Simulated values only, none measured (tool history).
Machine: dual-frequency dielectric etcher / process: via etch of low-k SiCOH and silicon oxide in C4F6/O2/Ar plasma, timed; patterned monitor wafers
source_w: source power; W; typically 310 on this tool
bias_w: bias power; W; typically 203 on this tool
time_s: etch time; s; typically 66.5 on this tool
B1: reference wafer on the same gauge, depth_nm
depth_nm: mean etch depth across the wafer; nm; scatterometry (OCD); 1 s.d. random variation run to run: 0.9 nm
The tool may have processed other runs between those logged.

{"run": 1, "hour": 0.0, "source_w": 310, "bias_w": 188, "time_s": 57, "B1": 154, "depth_nm": 127.5}
{"hour": 59.2, "done": "wet clean of the chamber"}
{"run": 2, "hour": 69.9, "source_w": 310, "bias_w": 188, "time_s": 57, "B1": 154.1, "depth_nm": 124.4}
{"run": 3, "hour": 129.0, "source_w": 310, "bias_w": 188, "time_s": 57, "B1": 154, "depth_nm": 125.7}
{"run": 4, "hour": 181.5, "source_w": 310, "bias_w": 203, "time_s": 66.5, "B1": 154, "depth_nm": 152.7}
{"run": 5, "hour": 341.5, "source_w": 310, "bias_w": 203, "time_s": 66.5, "B1": 154.1, "depth_nm": 155.9}
{"run": 6, "hour": 389.7, "source_w": 310, "bias_w": 203, "time_s": 66.5, "B1": 154.1, "depth_nm": 154}
{"run": 7, "hour": 439.8, "source_w": 310, "bias_w": 203, "time_s": 66.5, "B1": 154, "depth_nm": 154.5}
{"hour": 479.6, "done": "wet clean of the chamber"}
{"run": 8, "hour": 504.5, "source_w": 310, "bias_w": 219, "time_s": 66.5, "B1": 153.9, "depth_nm": 156}
{"hour": 510.3, "done": "bias power generator calibrated"}
{"hour": 536.8, "done": "source power generator calibrated"}
{"run": 9, "hour": 537.3, "source_w": 310, "bias_w": 219, "time_s": 66.5, "B1": 154, "depth_nm": 157}
{"hour": 552.8, "done": "gauge calibrated"}
{"run": 10, "hour": 642.1, "source_w": 310, "bias_w": 203, "time_s": 60, "B1": 154.1, "depth_nm": 137.7}
{"run": 11, "hour": 709.5, "source_w": 310, "bias_w": 203, "time_s": 60, "B1": 154.1, "depth_nm": 138.6}
{"run": 12, "hour": 734.4, "source_w": 310, "bias_w": 203, "time_s": 66.5, "B1": 154.2, "depth_nm": 153.5}
{"run": 13, "hour": 764.9, "source_w": 310, "bias_w": 203, "time_s": 66.5, "B1": 153.9, "depth_nm": 152.4}
{"run": 14, "hour": 800.5, "source_w": 310, "bias_w": 203, "time_s": 66.5, "B1": 154, "depth_nm": 153.9}
{"run": 15, "hour": 871.1, "source_w": 360, "bias_w": 181, "time_s": 78.5, "B1": 153.9, "depth_nm": 188.7}
{"run": 16, "hour": 929.0, "source_w": 310, "bias_w": 186, "time_s": 61.5, "B1": 154, "depth_nm": 137}
{"hour": 963.4, "done": "wet clean of the chamber"}
{"hour": 967.4, "done": "upper electrode replaced"}
{"run": 17, "hour": 984.0, "source_w": 390, "bias_w": 164, "time_s": 53, "B1": 154, "depth_nm": 122.3}
{"run": 18, "hour": 1037.7, "source_w": 310, "bias_w": 188, "time_s": 57, "B1": 154, "depth_nm": 125.2}
{"run": 19, "hour": 1094.3, "source_w": 310, "bias_w": 156, "time_s": 66.5, "B1": 154.3, "depth_nm": 131}
{"run": 20, "hour": 1142.0, "source_w": 310, "bias_w": 203, "time_s": 66.5, "B1": 153.9, "depth_nm": 150.8}
{"run": 21, "hour": 1212.7, "source_w": 310, "bias_w": 219, "time_s": 66.5, "B1": 154, "depth_nm": 157.8}
{"run": 22, "hour": 1256.9, "source_w": 310, "bias_w": 203, "time_s": 66.5, "B1": 153.9, "depth_nm": 153.4}
{"run": 23, "hour": 1287.1, "source_w": 310, "bias_w": 179, "time_s": 66.5, "B1": 154.1, "depth_nm": 142.5}
{"run": 24, "hour": 1320.8, "source_w": 310, "bias_w": 190, "time_s": 66.5, "B1": 153.9, "depth_nm": 146.8}
{"run": 25, "hour": 1375.3, "source_w": 310, "bias_w": 187, "time_s": 81.5, "B1": 154, "depth_nm": 181.9}
{"hour": 1408.9, "done": "wet clean of the chamber"}
{"run": 26, "hour": 1440.0, "source_w": 350, "bias_w": 239, "time_s": 46.5, "B1": 153.7, "depth_nm": 121.3}
{"run": 27, "hour": 1468.6, "source_w": 370, "bias_w": 187, "time_s": 66.5, "B1": 154, "depth_nm": 159}
{"run": 28, "hour": 1516.3, "source_w": 380, "bias_w": 250, "time_s": 66.5, "B1": 154.1, "depth_nm": 189.8}
{"run": 29, "hour": 1564.5, "source_w": 310, "bias_w": 203, "time_s": 61.5, "B1": 153.9, "depth_nm": 141}
{"run": 30, "hour": 1600.1, "source_w": 380, "bias_w": 224, "time_s": 58, "B1": 154.1, "depth_nm": 157.4}

Subtracting, for every run, the result it would have given without the tool's unlogged condition from the measured result gives the following. The same run-to-run variation enters both numbers; the gauge's scatter may not:
The hidden state here: etch rate over this chamber's usual, %; source power that arrives over what is set, %; bias power that arrives over what is set, %; gauge reads high (%).
run=1 depth_nm=+4.7
run=2 depth_nm=+0.2
run=3 depth_nm=+0.9
run=4 depth_nm=+1.7
run=5 depth_nm=+3.8
run=6 depth_nm=+4.4
run=7 depth_nm=+5
run=8 depth_nm=+0.3
run=9 depth_nm=+0.8
run=10 depth_nm=+1.9
run=11 depth_nm=+2.7
run=12 depth_nm=+3.2
run=13 depth_nm=+3.7
run=14 depth_nm=+4.1
run=15 depth_nm=+6.1
run=16 depth_nm=+5.1
run=17 depth_nm=-0.4
run=18 depth_nm=+0.3
run=19 depth_nm=+0.9
run=20 depth_nm=+1.6
run=21 depth_nm=+2.6
run=22 depth_nm=+3.1
run=23 depth_nm=+3.2
run=24 depth_nm=+3.7
run=25 depth_nm=+5.4
run=26 depth_nm=+0.2
run=27 depth_nm=+0.7
run=28 depth_nm=+1.6
run=29 depth_nm=+1.7
run=30 depth_nm=+2.4
